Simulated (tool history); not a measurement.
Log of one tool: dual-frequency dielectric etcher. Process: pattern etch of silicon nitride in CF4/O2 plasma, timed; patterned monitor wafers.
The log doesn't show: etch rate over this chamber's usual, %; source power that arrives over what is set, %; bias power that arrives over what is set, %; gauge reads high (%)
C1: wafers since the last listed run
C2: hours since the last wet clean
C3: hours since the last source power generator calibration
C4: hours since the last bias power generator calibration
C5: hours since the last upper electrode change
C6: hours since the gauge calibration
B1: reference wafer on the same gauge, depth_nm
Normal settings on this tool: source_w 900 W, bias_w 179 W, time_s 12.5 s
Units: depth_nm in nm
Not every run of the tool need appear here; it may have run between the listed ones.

Run 1, hour 0.0: usual settings but bias_w 193 W; C1 0; C2 664.2; C3 3112.6; C4 2605.9; C5 3894.3; C6 205.5; B1 33.71. Result: depth_nm 37.16 nm.
At hour 77.7: wet clean of the chamber.
Run 2, hour 102.2: usual settings but bias_w 193 W; C1 1076; C2 24.5; C3 3214.8; C4 2708.1; C5 3996.5; C6 307.7; B1 33.67. Result: depth_nm 37.90 nm.
Run 3, hour 178.0: usual settings but bias_w 193 W; C1 1043; C2 100.3; C3 3290.6; C4 2783.9; C5 4072.3; C6 383.5; B1 33.69. Result: depth_nm 37.23 nm.
Run 4, hour 260.0: usual settings; C1 1129; C2 182.3; C3 3372.6; C4 2865.9; C5 4154.3; C6 465.5; B1 33.70. Result: depth_nm 36.54 nm.
Run 5, hour 298.1: usual settings; C1 524; C2 220.4; C3 3410.7; C4 2904.0; C5 4192.4; C6 503.6; B1 33.72. Result: depth_nm 36.70 nm.
Run 6, hour 352.3: usual settings; C1 746; C2 274.6; C3 3464.9; C4 2958.2; C5 4246.6; C6 557.8; B1 33.73. Result: depth_nm 36.64 nm.
Run 7, hour 608.0: usual settings; C1 3521; C2 530.3; C3 3720.6; C4 3213.9; C5 4502.3; C6 813.5; B1 33.71. Result: depth_nm 36.68 nm.
Run 8, hour 715.5: usual settings; C1 1480; C2 637.8; C3 3828.1; C4 3321.4; C5 4609.8; C6 921.0; B1 33.70. Result: depth_nm 37.00 nm.
At hour 762.3: wet clean of the chamber.
At hour 762.4: bias power generator calibrated.
Run 9, hour 773.4: usual settings; C1 466; C2 11.1; C3 3886.0; C4 11.0; C5 4667.7; C6 978.9; B1 33.68. Result: depth_nm 37.00 nm.
Run 10, hour 859.2: usual settings; C1 1181; C2 96.9; C3 3971.8; C4 96.8; C5 4753.5; C6 1064.7; B1 33.70. Result: depth_nm 36.63 nm.
Run 11, hour 939.7: usual settings; C1 1108; C2 177.4; C3 4052.3; C4 177.3; C5 4834.0; C6 1145.2; B1 33.68. Result: depth_nm 36.76 nm.
Run 12, hour 1027.1: usual settings; C1 1203; C2 264.8; C3 4139.7; C4 264.7; C5 4921.4; C6 1232.6; B1 33.69. Result: depth_nm 37.03 nm.
Run 13, hour 1088.4: usual settings; C1 844; C2 326.1; C3 4201.0; C4 326.0; C5 4982.7; C6 1293.9; B1 33.70. Result: depth_nm 36.71 nm.
Run 14, hour 1162.5: usual settings; C1 1020; C2 400.2; C3 4275.1; C4 400.1; C5 5056.8; C6 1368.0; B1 33.70. Result: depth_nm 36.87 nm.
Run 15, hour 1253.6: usual settings; C1 1254; C2 491.3; C3 4366.2; C4 491.2; C5 5147.9; C6 1459.1; B1 33.71. Result: depth_nm 36.91 nm.
Run 16, hour 1317.5: usual settings but time_s 13.5 s; C1 879; C2 555.2; C3 4430.1; C4 555.1; C5 5211.8; C6 1523.0; B1 33.69. Result: depth_nm 39.78 nm.
Run 17, hour 1375.2: usual settings but bias_w 199 W, time_s 9.5 s; C1 794; C2 612.9; C3 4487.8; C4 612.8; C5 5269.5; C6 1580.7; B1 33.70. Result: depth_nm 28.94 nm.
Run 18, hour 1470.4: usual settings; C1 1311; C2 708.1; C3 4583.0; C4 708.0; C5 5364.7; C6 1675.9; B1 33.66. Result: depth_nm 37.00 nm.
At hour 1491.1: gauge calibrated.
At hour 1498.7: wet clean of the chamber.
Run 19, hour 1513.1: usual settings but source_w 690 W, bias_w 200 W; C1 257; C2 14.4; C3 4625.7; C4 750.7; C5 5407.4; C6 22.0; B1 33.72. Result: depth_nm 31.11 nm.
Run 20, hour 1576.4: usual settings; C1 871; C2 77.7; C3 4689.0; C4 814.0; C5 5470.7; C6 85.3; B1 33.68. Result: depth_nm 36.88 nm.
At hour 1663.8: source power generator calibrated.
Run 21, hour 1757.8: usual settings but source_w 990 W, bias_w 190 W, time_s 16.5 s; C1 2443; C2 259.1; C3 94.0; C4 995.4; C5 5652.1; C6 266.7; B1 33.70. Result: depth_nm 53.00 nm.
At hour 1804.3: upper electrode replaced.
Run 22, hour 1843.4: usual settings but bias_w 223 W; C1 848; C2 344.7; C3 179.6; C4 1081.0; C5 39.1; C6 352.3; B1 33.69. Result: depth_nm 38.69 nm.
Run 23, hour 1882.0: usual settings but source_w 690 W, bias_w 155 W, time_s 10.0 s; C1 531; C2 383.3; C3 218.2; C4 1119.6; C5 77.7; C6 390.9; B1 33.69. Result: depth_nm 23.56 nm.
Run 24, hour 1978.9: usual settings but bias_w 199 W, time_s 9.5 s; C1 1334; C2 480.2; C3 315.1; C4 1216.5; C5 174.6; C6 487.8; B1 33.71. Result: depth_nm 28.52 nm.
Run 25, hour 2053.3: usual settings; C1 1024; C2 554.6; C3 389.5; C4 1290.9; C5 249.0; C6 562.2; B1 33.67. Result: depth_nm 37.08 nm.
At hour 2111.7: wet clean of the chamber.
Run 26, hour 2141.4: usual settings but source_w 980 W, time_s 13.5 s; C1 882; C2 29.7; C3 477.6; C4 1379.0; C5 337.1; C6 650.3; B1 33.71. Result: depth_nm 42.26 nm.
Run 27, hour 2218.8: usual settings but source_w 1060 W, bias_w 210 W, time_s 15.5 s; C1 1065; C2 107.1; C3 555.0; C4 1456.4; C5 414.5; C6 727.7; B1 33.68. Result: depth_nm 54.03 nm.
Run 28, hour 2306.8: usual settings but source_w 990 W, bias_w 195 W, time_s 10.5 s; C1 1211; C2 195.1; C3 643.0; C4 1544.4; C5 502.5; C6 815.7; B1 33.70. Result: depth_nm 33.91 nm.

Run-by-run hidden state of the tool:
etch rate over this chamber's usual, %: 0 at every run
source power that arrives over what is set, %: 0 at every run
bias power that arrives over what is set, %: 0 at every run
gauge reads high (%): 0 at every run
